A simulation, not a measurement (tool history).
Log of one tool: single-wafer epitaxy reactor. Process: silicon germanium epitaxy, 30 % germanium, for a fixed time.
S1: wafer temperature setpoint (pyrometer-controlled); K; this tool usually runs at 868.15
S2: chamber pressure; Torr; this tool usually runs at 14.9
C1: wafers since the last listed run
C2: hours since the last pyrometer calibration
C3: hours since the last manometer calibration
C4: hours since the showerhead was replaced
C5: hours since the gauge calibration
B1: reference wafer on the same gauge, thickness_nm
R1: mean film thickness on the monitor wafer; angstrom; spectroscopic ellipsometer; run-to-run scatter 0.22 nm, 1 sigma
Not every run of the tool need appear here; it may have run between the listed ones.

{"run": 1, "hour": 0.0, "S1": 868.15, "S2": 14.9, "C1": 0, "C2": 438.2, "C3": 873.4, "C4": 4749.4, "C5": 1519.5, "B1": 48.949, "R1": 468.5}
{"run": 2, "hour": 282.4, "S1": 868.15, "S2": 14.9, "C1": 3748, "C2": 720.6, "C3": 1155.8, "C4": 5031.8, "C5": 1801.9, "B1": 48.835, "R1": 468.25}
{"run": 3, "hour": 366.2, "S1": 868.15, "S2": 16.6, "C1": 1112, "C2": 804.4, "C3": 1239.6, "C4": 5115.6, "C5": 1885.7, "B1": 48.886, "R1": 492.47}
{"run": 4, "hour": 415.7, "S1": 868.15, "S2": 16.6, "C1": 657, "C2": 853.9, "C3": 1289.1, "C4": 5165.1, "C5": 1935.2, "B1": 48.897, "R1": 495.84}
{"run": 5, "hour": 476.3, "S1": 876.15, "S2": 16.5, "C1": 804, "C2": 914.5, "C3": 1349.7, "C4": 5225.7, "C5": 1995.8, "B1": 48.96, "R1": 571.65}
{"run": 6, "hour": 534.2, "S1": 876.15, "S2": 16.5, "C1": 768, "C2": 972.4, "C3": 1407.6, "C4": 5283.6, "C5": 2053.7, "B1": 48.855, "R1": 568.4}
{"run": 7, "hour": 630.4, "S1": 876.15, "S2": 16.5, "C1": 1276, "C2": 1068.6, "C3": 1503.8, "C4": 5379.8, "C5": 2149.9, "B1": 48.838, "R1": 565.33}
{"run": 8, "hour": 736.8, "S1": 868.15, "S2": 14.9, "C1": 1412, "C2": 1175, "C3": 1610.2, "C4": 5486.2, "C5": 2256.3, "B1": 48.922, "R1": 466.88}
{"run": 9, "hour": 817.9, "S1": 868.15, "S2": 14.9, "C1": 1076, "C2": 1256.1, "C3": 1691.3, "C4": 5567.3, "C5": 2337.4, "B1": 48.957, "R1": 467.01}
{"run": 10, "hour": 877.9, "S1": 868.15, "S2": 14.9, "C1": 796, "C2": 1316.1, "C3": 1751.3, "C4": 5627.3, "C5": 2397.4, "B1": 48.911, "R1": 466.21}
{"run": 11, "hour": 977.2, "S1": 861.15, "S2": 14.9, "C1": 1318, "C2": 1415.4, "C3": 1850.6, "C4": 5726.6, "C5": 2496.7, "B1": 48.891, "R1": 411.57}
{"run": 12, "hour": 1021.7, "S1": 861.15, "S2": 14.9, "C1": 590, "C2": 1459.9, "C3": 1895.1, "C4": 5771.1, "C5": 2541.2, "B1": 48.891, "R1": 409.42}
{"run": 13, "hour": 1070.3, "S1": 861.15, "S2": 14.9, "C1": 645, "C2": 1508.5, "C3": 1943.7, "C4": 5819.7, "C5": 2589.8, "B1": 48.907, "R1": 408.83}
{"hour": 1086.6, "done": "showerhead replaced"}
{"run": 14, "hour": 1164.0, "S1": 868.15, "S2": 14.9, "C1": 1137, "C2": 1602.2, "C3": 2037.4, "C4": 77.4, "C5": 2683.5, "B1": 48.866, "R1": 457.84}
{"run": 15, "hour": 1271.1, "S1": 853.15, "S2": 13.7, "C1": 1421, "C2": 1709.3, "C3": 2144.5, "C4": 184.5, "C5": 2790.6, "B1": 48.872, "R1": 338.22}
{"run": 16, "hour": 1326.6, "S1": 860.15, "S2": 11.7, "C1": 736, "C2": 1764.8, "C3": 2200, "C4": 240, "C5": 2846.1, "B1": 48.947, "R1": 350.91}
{"run": 17, "hour": 1429.4, "S1": 868.15, "S2": 14.9, "C1": 1364, "C2": 1867.6, "C3": 2302.8, "C4": 342.8, "C5": 2948.9, "B1": 48.855, "R1": 461.26}
{"run": 18, "hour": 1470.3, "S1": 875.15, "S2": 18.4, "C1": 542, "C2": 1908.5, "C3": 2343.7, "C4": 383.7, "C5": 2989.8, "B1": 48.923, "R1": 578.5}
{"run": 19, "hour": 1545.5, "S1": 854.15, "S2": 16, "C1": 998, "C2": 1983.7, "C3": 2418.9, "C4": 458.9, "C5": 3065, "B1": 48.881, "R1": 370.39}
{"run": 20, "hour": 1617.8, "S1": 868.15, "S2": 14.9, "C1": 959, "C2": 2056, "C3": 2491.2, "C4": 531.2, "C5": 3137.3, "B1": 48.939, "R1": 458.93}
{"run": 21, "hour": 1666.0, "S1": 877.15, "S2": 11.5, "C1": 639, "C2": 2104.2, "C3": 2539.4, "C4": 579.4, "C5": 3185.5, "B1": 48.932, "R1": 466.16}
{"run": 22, "hour": 1746.7, "S1": 877.15, "S2": 11.4, "C1": 1071, "C2": 2184.9, "C3": 2620.1, "C4": 660.1, "C5": 3266.2, "B1": 48.887, "R1": 467.15}
{"hour": 1796.3, "done": "capacitance manometer re-zeroed and calibrated"}
{"run": 23, "hour": 1804.1, "S1": 874.15, "S2": 14.9, "C1": 655, "C2": 2242.3, "C3": 7.8, "C4": 717.5, "C5": 3323.6, "B1": 48.868, "R1": 508.49}
{"run": 24, "hour": 1908.3, "S1": 861.15, "S2": 13.9, "C1": 1383, "C2": 2346.5, "C3": 112, "C4": 821.7, "C5": 3427.8, "B1": 48.855, "R1": 390.48}
{"run": 25, "hour": 1982.9, "S1": 857.15, "S2": 12.8, "C1": 990, "C2": 2421.1, "C3": 186.6, "C4": 896.3, "C5": 3502.4, "B1": 48.876, "R1": 346.5}
{"hour": 2011.6, "done": "pyrometer calibrated"}
{"hour": 2041.4, "done": "gauge calibrated"}
{"run": 26, "hour": 2073.1, "S1": 868.15, "S2": 14.9, "C1": 1091, "C2": 61.5, "C3": 276.8, "C4": 986.5, "C5": 31.7, "B1": 48.89, "R1": 471.46}
{"run": 27, "hour": 2157.2, "S1": 868.15, "S2": 14.9, "C1": 1116, "C2": 145.6, "C3": 360.9, "C4": 1070.6, "C5": 115.8, "B1": 48.895, "R1": 472.61}
{"run": 28, "hour": 2229.2, "S1": 859.15, "S2": 18.5, "C1": 955, "C2": 217.6, "C3": 432.9, "C4": 1142.6, "C5": 187.8, "B1": 48.888, "R1": 445.82}
{"run": 29, "hour": 2273.9, "S1": 868.15, "S2": 14.9, "C1": 593, "C2": 262.3, "C3": 477.6, "C4": 1187.3, "C5": 232.5, "B1": 48.888, "R1": 471.76}
{"run": 30, "hour": 2339.1, "S1": 873.15, "S2": 14.9, "C1": 865, "C2": 327.5, "C3": 542.8, "C4": 1252.5, "C5": 297.7, "B1": 48.928, "R1": 514.67}
{"run": 31, "hour": 2537.2, "S1": 864.15, "S2": 13, "C1": 2629, "C2": 525.6, "C3": 740.9, "C4": 1450.6, "C5": 495.8, "B1": 48.93, "R1": 406.86}
{"run": 32, "hour": 2632.2, "S1": 877.15, "S2": 15.9, "C1": 1261, "C2": 620.6, "C3": 835.9, "C4": 1545.6, "C5": 590.8, "B1": 48.88, "R1": 567.18}
{"run": 33, "hour": 2700.0, "S1": 882.15, "S2": 11.5, "C1": 899, "C2": 688.4, "C3": 903.7, "C4": 1613.4, "C5": 658.6, "B1": 48.914, "R1": 521.78}
{"run": 34, "hour": 2791.9, "S1": 875.15, "S2": 18, "C1": 1219, "C2": 780.3, "C3": 995.6, "C4": 1705.3, "C5": 750.5, "B1": 48.833, "R1": 587.05}
{"run": 35, "hour": 2852.0, "S1": 877.15, "S2": 13.1, "C1": 797, "C2": 840.4, "C3": 1055.7, "C4": 1765.4, "C5": 810.6, "B1": 48.882, "R1": 516.38}
{"run": 36, "hour": 2915.8, "S1": 864.15, "S2": 17.7, "C1": 846, "C2": 904.2, "C3": 1119.5, "C4": 1829.2, "C5": 874.4, "B1": 48.922, "R1": 474.38}

Each row is a separate what-if for the run after 36, all from the same tool condition, not one after another. Results?
{"run": "A", "hour": 2916.2, "S1": 868.15, "S2": 14.9, "C1": 5, "C2": 904.6, "C3": 1119.9, "C4": 1829.6, "C5": 874.8, "B1": "?", "R1": "?"}
{"run": "B", "hour": 2916.2, "S1": 860.15, "S2": 17.2, "C1": 5, "C2": 904.6, "C3": 1119.9, "C4": 1829.6, "C5": 874.8, "B1": "?", "R1": "?"}
{"run": "C", "hour": 2916.2, "S1": 855.15, "S2": 11.7, "C1": 5, "C2": 904.6, "C3": 1119.9, "C4": 1829.6, "C5": 874.8, "B1": "?", "R1": "?"}

run=A B1=48.873 R1=470.94
run=B B1=48.873 R1=438.42
run=C B1=48.873 R1=327.55
Without the tool's unlogged condition, the same runs would have read:
run=A R1=471.18
run=B R1=438.65
run=C R1=327.72
